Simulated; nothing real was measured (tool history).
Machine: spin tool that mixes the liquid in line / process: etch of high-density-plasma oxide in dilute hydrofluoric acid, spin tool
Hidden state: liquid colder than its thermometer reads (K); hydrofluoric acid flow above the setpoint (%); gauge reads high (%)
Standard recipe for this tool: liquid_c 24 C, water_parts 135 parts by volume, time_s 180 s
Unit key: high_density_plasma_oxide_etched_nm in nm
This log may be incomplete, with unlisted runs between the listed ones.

run,hour,liquid_c,water_parts,time_s,wafers since the last listed run,hours since the thermometer was replaced,hours since the hydrofluoric acid flow meter was replaced,hours since the gauge calibration,"read-back film thickness of the high-density-plasma oxide reference wafer, read on the same gauge (nm)",high_density_plasma_oxide_etched_nm
1,0,24,135,180,0,243.3,1479.1,823.2,149.97,6.35
2,25.9,24,135,180,154,269.2,1505,849.1,149.94,6.4
3,65.7,24,135,180,237,309,1544.8,888.9,150.03,6.28
4,114.2,24,135,180,289,357.5,1593.3,937.4,149.99,6.31
5,164,24,135,180,296,407.3,1643.1,987.2,149.97,6.28
6,231,24,135,180,399,474.3,1710.1,1054.2,150,6.27
7,280.4,24,135,180,294,523.7,1759.5,1103.6,150.02,6.22
8,347.1,24,135,180,397,590.4,1826.2,1170.3,149.95,6.21
9,382.6,24,135,180,211,625.9,1861.7,1205.8,149.99,6.23
10,453,24,135,180,419,696.3,1932.1,1276.2,149.93,6.22
11,504.2,24,135,95,305,747.5,1983.3,1327.4,150,3.26
12,560.8,24,135,95,337,804.1,2039.9,1384,149.98,3.25
13,602.1,24,135,180,246,845.4,2081.2,1425.3,149.97,6.16
14,655.5,24,135,180,318,898.8,2134.6,1478.7,150.05,6.15
15,746.1,24,135,180,539,989.4,2225.2,1569.3,150.04,6.1
16,805.9,24,100,180,356,1049.2,2285,1629.1,150.05,8.5
17,841.7,24,135,180,213,1085,2320.8,1664.9,149.96,6.08
18,871.8,24,135,180,179,1115.1,2350.9,1695,150.02,6.04
19,899.1,21.5,135,180,162,1142.4,2378.2,1722.3,150,5.53
# hour 908: hydrofluoric acid flow meter replaced
20,945.9,24,195,130,272,1189.2,37.9,1769.1,149.96,2.86
21,978.1,24,135,180,191,1221.4,70.1,1801.3,149.97,6.02
22,1005.3,20.5,160,225,162,1248.6,97.3,1828.5,150.05,5.41
# hour 1034.6: gauge calibrated
# hour 1046: thermometer replaced
23,1066.3,24,135,180,357,20.3,158.3,31.7,150.01,6.42
24,1135.2,28.5,110,180,410,89.2,227.2,100.6,149.96,9.56
25,1168.9,25.5,100,180,200,122.9,260.9,134.3,149.97,9.56
26,1197.8,22.5,200,265,172,151.8,289.8,163.2,150.01,5.5
27,1258.9,26.5,165,280,364,212.9,350.9,224.3,150.02,8.57
28,1314.1,21.5,115,105,328,268.1,406.1,279.5,150,4
29,1363.1,24,115,180,292,317.1,455.1,328.5,149.99,7.64
30,1434.6,26,135,280,426,388.6,526.6,400,149.94,10.55
31,1474.5,24,135,180,237,428.5,566.5,439.9,149.98,6.22
32,1501.4,27,135,210,160,455.4,593.4,466.8,150.02,8.19
33,1564.7,29,65,285,377,518.7,656.7,530.1,149.98,27.32

Some steps in high_density_plasma_oxide_etched_nm, run to run, broken into two amounts with sign: the step expected even without the hidden condition (settings, incoming material, random variation), and the rest, left for the hidden condition together with whatever gauge scatter is not in both the measured and the hidden-condition-free result:
Run 20 -> 21: water_parts 195 -> 135, time_s 130 -> 180. high_density_plasma_oxide_etched_nm +3.16 nm: hidden state -0.22, all else +3.38.
Run 22 -> 23: liquid_c 20.5 -> 24, water_parts 160 -> 135, time_s 225 -> 180, gauge calibrated, thermometer replaced. high_density_plasma_oxide_etched_nm +1.01 nm: hidden state +0.31, all else +0.7.
Run 27 -> 28: liquid_c 26.5 -> 21.5, water_parts 165 -> 115, time_s 280 -> 105. high_density_plasma_oxide_etched_nm -4.57 nm: hidden state +0.06, all else -4.63.
Run 30 -> 31: liquid_c 26 -> 24, time_s 280 -> 180. high_density_plasma_oxide_etched_nm -4.33 nm: hidden state +0.1, all else -4.43.
Run 32 -> 33: liquid_c 27 -> 29, water_parts 135 -> 65, time_s 210 -> 285. high_density_plasma_oxide_etched_nm +19.13 nm: hidden state -0.66, all else +19.79.
